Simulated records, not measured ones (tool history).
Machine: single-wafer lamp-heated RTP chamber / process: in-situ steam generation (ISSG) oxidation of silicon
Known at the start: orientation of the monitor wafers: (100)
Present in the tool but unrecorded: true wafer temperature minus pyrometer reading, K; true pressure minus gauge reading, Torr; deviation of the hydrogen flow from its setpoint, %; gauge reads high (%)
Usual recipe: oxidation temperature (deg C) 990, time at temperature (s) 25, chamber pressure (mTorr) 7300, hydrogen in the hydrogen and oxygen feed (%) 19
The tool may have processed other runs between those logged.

run	hour	oxidation temperature (deg C)	time at temperature (s)	chamber pressure (mTorr)	hydrogen in the hydrogen and oxygen feed (%)	wafers since the last listed run	wafers since the last pyrometer calibration	hours since the pressure gauge was zeroed	hours since the hydrogen flow controller was replaced	hours since the gauge calibration	read-back reference wafer on the same gauge, thickness	oxide thickness on the monitor wafer (nm)
1	0	990	28	7300	19	0	2437	3158	3624.3	423.2	4.721	5.585
2	12.9	990	25	7300	14	106	2543	3170.9	3637.2	436.1	4.718	4.95
3	27.5	990	25	7300	14	120	2663	3185.5	3651.8	450.7	4.709	4.915
4	35	990	25	7300	19	61	2725	3193	3659.3	458.2	4.721	5.259
5	45.4	990	25	7300	19	85	2810	3203.4	3669.7	468.6	4.722	5.266
6	54.2	990	25	7300	19	72	2883	3212.2	3678.5	477.4	4.72	5.243
7	69.2	990	25	7300	25	123	3006	3227.2	3693.5	492.4	4.721	5.62
# hour 81.5: pyrometer window cleaned and pyrometer calibrated
8	82	990	25	7300	25	39	4	3240	3706.3	505.2	4.719	5.621
9	85.9	990	25	7300	25	32	36	3243.9	3710.2	509.1	4.716	5.626
# hour 98.3: pressure gauge zeroed
10	98.8	990	25	7300	19	40	76	0.5	3723.1	522	4.73	5.304
# hour 102.5: gauge calibrated
11	110.2	990	29	6900	19	93	170	11.9	3734.5	7.7	4.71	5.659
12	119.5	990	29	6900	19	76	247	21.2	3743.8	17	4.732	5.643
13	132.5	990	25	7300	17	106	354	34.2	3756.8	30	4.705	5.08
14	148	973	25	7300	19	127	481	49.7	3772.3	45.5	4.716	4.962
# hour 157.6: hydrogen flow controller replaced
15	158.1	981	31	6900	12	17	498	59.8	0.5	55.6	4.717	5.03
16	179.5	990	25	7300	17	176	674	81.2	21.9	77	4.723	5.166
17	188.4	975	20	6900	11	73	748	90.1	30.8	85.9	4.73	4.001
18	195.4	981	25	6900	19	57	805	97.1	37.8	92.9	4.719	5.103
19	206.6	1008	17	7300	28	92	897	108.3	49	104.1	4.718	5.194
20	224.1	990	25	7300	19	143	1041	125.8	66.5	121.6	4.718	5.235
21	273	990	34	7300	16	402	1443	174.7	115.4	170.5	4.714	5.881
22	282.1	990	25	7300	19	74	1518	183.8	124.5	179.6	4.719	5.224
23	299.3	990	25	7300	22	141	1660	201	141.7	196.8	4.719	5.479
24	305.9	1005	34	6900	14	54	1714	207.6	148.3	203.4	4.731	6.081
25	317.4	990	25	7300	11	94	1809	219.1	159.8	214.9	4.718	4.71
26	325.9	984	25	7800	19	69	1879	227.6	168.3	223.4	4.739	5.184
27	339.5	990	25	7300	19	111	1990	241.2	181.9	237	4.72	5.284
28	346.1	990	25	7300	24	54	2045	247.8	188.5	243.6	4.721	5.533
29	372.1	990	25	8400	24	213	2259	273.8	214.5	269.6	4.727	5.5
30	388.9	990	25	7300	19	138	2397	290.6	231.3	286.4	4.714	5.337
31	407.6	990	25	8700	19	153	2551	309.3	250	305.1	4.711	5.206

For each run, what was the tool's unlogged condition?
true wafer temperature minus pyrometer reading, K: 0, the same for each run
true pressure minus gauge reading, Torr: 0, the same for each run
deviation of the hydrogen flow from its setpoint, %: 0, the same for each run
gauge reads high (%): 0, the same for each run

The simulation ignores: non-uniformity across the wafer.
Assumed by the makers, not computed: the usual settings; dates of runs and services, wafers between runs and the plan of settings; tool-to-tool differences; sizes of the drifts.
